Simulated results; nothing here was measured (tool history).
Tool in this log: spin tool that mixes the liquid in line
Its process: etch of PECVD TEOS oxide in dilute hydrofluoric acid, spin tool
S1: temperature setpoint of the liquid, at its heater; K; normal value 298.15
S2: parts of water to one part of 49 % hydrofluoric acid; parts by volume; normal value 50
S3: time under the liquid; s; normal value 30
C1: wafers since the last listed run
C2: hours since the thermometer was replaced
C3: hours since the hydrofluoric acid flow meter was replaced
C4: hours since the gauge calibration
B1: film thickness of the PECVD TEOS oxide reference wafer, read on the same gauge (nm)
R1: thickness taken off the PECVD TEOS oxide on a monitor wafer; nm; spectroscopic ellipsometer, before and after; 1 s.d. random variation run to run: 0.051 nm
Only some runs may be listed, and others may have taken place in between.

run,hour,S1,S2,S3,C1,C2,C3,C4,B1,R1
1,0,298.15,50,30,0,1716.1,1196.1,501.1,150.01,6.18
2,44.2,300.15,50,30,368,1760.3,1240.3,545.3,150.01,6.78
# hour 50.7: gauge calibrated
3,83.6,298.15,50,30,328,1799.7,1279.7,32.9,150.02,6.23
4,133.3,298.15,50,30,414,1849.4,1329.4,82.6,149.99,6.24
5,196.3,298.15,50,25,525,1912.4,1392.4,145.6,149.99,5.23
6,229.1,298.15,50,30,273,1945.2,1425.2,178.4,150.03,6.35
7,275.8,298.15,50,30,389,1991.9,1471.9,225.1,149.99,6.22
8,313.7,297.15,50,15,316,2029.8,1509.8,263,150,2.98
9,348.6,297.15,50,15,291,2064.7,1544.7,297.9,150.03,3.01
10,381.6,301.65,70,35,275,2097.7,1577.7,330.9,149.99,5.78
11,437.8,298.15,50,30,468,2153.9,1633.9,387.1,149.97,6.37
12,490.6,295.65,35,30,440,2206.7,1686.7,439.9,150,8.11
13,556,301.15,30,20,545,2272.1,1752.1,505.3,150.05,8.12
# hour 566.5: thermometer replaced
14,602.1,302.65,65,15,376,35.6,1798.2,551.4,150.05,3.17
# hour 633.3: hydrofluoric acid flow meter replaced
15,650.8,301.65,65,30,397,84.3,17.5,600.1,150.03,5.52
# hour 669.1: gauge calibrated
16,709.6,299.65,50,50,490,143.1,76.3,40.5,150.03,11.31
17,748.6,298.15,50,30,325,182.1,115.3,79.5,149.98,6.43
18,814.4,301.65,50,30,548,247.9,181.1,145.3,149.97,7.37
19,869.2,301.15,75,35,457,302.7,235.9,200.1,150.02,5.47

Hidden state, per run?
gauge reads high (%): 0 on each run
H1: liquid colder than its thermometer reads (K)
H2: hydrofluoric acid flow above the setpoint (%)
run,H1,H2
1,2.2,8.02
2,2.25,8.28
3,2.29,8.51
4,2.35,8.81
5,2.42,9.18
6,2.46,9.37
7,2.51,9.64
8,2.55,9.86
9,2.59,10.1
10,2.63,10.3
11,2.69,10.6
12,2.75,10.9
13,2.82,11.3
14,0.274,11.6
15,0.329,2.83
16,0.395,3.18
17,0.438,3.41
18,0.512,3.8
19,0.573,4.12
